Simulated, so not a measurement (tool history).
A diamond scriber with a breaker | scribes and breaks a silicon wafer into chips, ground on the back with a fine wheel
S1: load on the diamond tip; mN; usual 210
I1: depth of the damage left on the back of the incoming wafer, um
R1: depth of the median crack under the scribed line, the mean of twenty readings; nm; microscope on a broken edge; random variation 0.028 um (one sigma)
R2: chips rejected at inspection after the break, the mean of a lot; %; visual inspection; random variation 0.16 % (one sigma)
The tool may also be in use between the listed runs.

run,hour,S1,I1,R1,R2
1,0,210,2.31,9600,3.83
2,34.3,210,2.79,9590,4.91
3,57.9,210,2.98,9610,5.5
4,84.3,240,2.69,10350,8.95
5,108,240,2.11,10320,6.84
6,141,210,1.89,9590,3.11
7,156.2,210,2.42,9540,3.8
8,184.9,210,1.79,9550,2.73
9,207.5,230,2.59,10050,5.75
10,232.9,265,2.86,10940,13.09
11,248.6,163,2.63,8250,8.17
# hour 255.5: load on the tip recalibrated
12,276.1,269,1.87,10200,6.25
# hour 279.9: diamond tip replaced by a new one
13,303.8,160,2.85,7970,12.19

Forecast run 14:
14,332,265,1.76,?,?

Run 14 gave R1 10560 nm, R2 9.24 %.
Without the tool's hidden state the same run would have given R1 10470 nm, R2 8.45 %.
